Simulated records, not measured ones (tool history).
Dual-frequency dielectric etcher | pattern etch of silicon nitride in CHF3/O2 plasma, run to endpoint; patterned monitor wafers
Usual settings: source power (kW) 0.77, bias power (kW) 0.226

run	hour	source power (kW)	bias power (kW)	wafers since the last listed run	hours since the last wet clean	hours since the last source power generator calibration	hours since the last bias power generator calibration	hours since the last upper electrode change	incoming incoming film thickness, nm	endpoint time (s)
1	0	0.77	0.226	0	409	1762.4	1185	2738.8	90	49.5
2	28.6	0.77	0.226	347	437.6	1791	1213.6	2767.4	89.6	49.2
# hour 59.7: wet clean of the chamber
3	60.2	0.77	0.226	92	0.5	1822.6	1245.2	2799	90.1	47.1
4	109.5	0.64	0.191	598	49.8	1871.9	1294.5	2848.3	89.4	52.7
5	309.5	0.77	0.226	2428	249.8	2071.9	1494.5	3048.3	90.4	47.7
# hour 323.1: source power generator calibrated
6	340	0.77	0.226	321	280.3	16.9	1525	3078.8	90.5	49
7	373.9	0.77	0.226	411	314.2	50.8	1558.9	3112.7	90	48.5
8	458.8	0.77	0.226	1030	399.1	135.7	1643.8	3197.6	88.7	48.3
# hour 516.1: wet clean of the chamber
9	521.8	0.77	0.226	473	5.7	198.7	1706.8	3260.6	90	47.2
10	555.4	0.63	0.226	407	39.3	232.3	1740.4	3294.2	89.5	49.9
11	613.2	0.63	0.226	701	97.1	290.1	1798.2	3352	89.7	50.2
# hour 677.8: upper electrode replaced, of another model than before
12	678.3	0.63	0.226	499	162.2	355.2	1863.3	0.5	89.6	49.9
# hour 696.9: bias power generator calibrated
13	731.2	0.71	0.226	593	215.1	408.1	34.3	53.4	89.7	49.1
14	908.9	0.72	0.25	2157	392.8	585.8	212	231.1	89	47
# hour 988.8: wet clean of the chamber
15	989.3	0.77	0.226	684	0.5	666.2	292.4	311.5	89.8	47
16	1036.8	0.71	0.19	576	48	713.7	339.9	359	88.8	53.1
17	1075.6	0.59	0.205	471	86.8	752.5	378.7	397.8	89.7	52.8
18	1138.9	0.61	0.248	768	150.1	815.8	442	461.1	89.6	47.2
19	1174.2	0.58	0.226	428	185.4	851.1	477.3	496.4	89.8	50.9
20	1204	0.88	0.204	361	215.2	880.9	507.1	526.2	89.6	49.5
21	1248.3	0.77	0.248	537	259.5	925.2	551.4	570.5	89.3	45.5
22	1287	0.7	0.279	469	298.2	963.9	590.1	609.2	89.5	43
23	1347.7	0.77	0.226	737	358.9	1024.6	650.8	669.9	89.7	48.4
24	1404.7	0.77	0.173	692	415.9	1081.6	707.8	726.9	90	58.9
25	1433	0.77	0.191	343	444.2	1109.9	736.1	755.2	89.8	54.4
# hour 1522.9: wet clean of the chamber
26	1523.4	0.77	0.226	806	0.5	1200.3	826.5	845.6	88.8	47.5
27	1542.7	0.77	0.226	234	19.8	1219.6	845.8	864.9	90	47.6
28	1578.3	0.84	0.258	432	55.4	1255.2	881.4	900.5	90.5	44.1
29	1631.2	0.77	0.226	642	108.3	1308.1	934.3	953.4	88.5	48.3
30	1698.6	0.67	0.277	818	175.7	1375.5	1001.7	1020.8	89.1	44.4
31	1759.2	0.87	0.184	735	236.3	1436.1	1062.3	1081.4	89.7	54.7
32	1814.9	0.87	0.178	676	292	1491.8	1118	1137.1	89.8	56.1
33	1850.2	0.77	0.2	428	327.3	1527.1	1153.3	1172.4	89.4	53.5
34	1903.9	0.77	0.226	652	381	1580.8	1207	1226.1	89.6	49.9
35	1942.6	0.66	0.244	469	419.7	1619.5	1245.7	1264.8	89.4	49.5
36	1994.1	0.77	0.226	625	471.2	1671	1297.2	1316.3	88.7	49.5

Forecast each of these 3 alternatives for the next run:
A	1994.5	0.77	0.226	4	471.6	1671.4	1297.6	1316.7	89.1	?
B	1994.5	0.77	0.192	4	471.6	1671.4	1297.6	1316.7	89.1	?
C	1994.5	0.65	0.189	4	471.6	1671.4	1297.6	1316.7	89.1	?

run	endpoint time (s)
A	50
B	55.5
C	58.1
Without the tool's hidden state the same runs would have given:
run	endpoint time (s)
A	47.1
B	52.2
C	54.6

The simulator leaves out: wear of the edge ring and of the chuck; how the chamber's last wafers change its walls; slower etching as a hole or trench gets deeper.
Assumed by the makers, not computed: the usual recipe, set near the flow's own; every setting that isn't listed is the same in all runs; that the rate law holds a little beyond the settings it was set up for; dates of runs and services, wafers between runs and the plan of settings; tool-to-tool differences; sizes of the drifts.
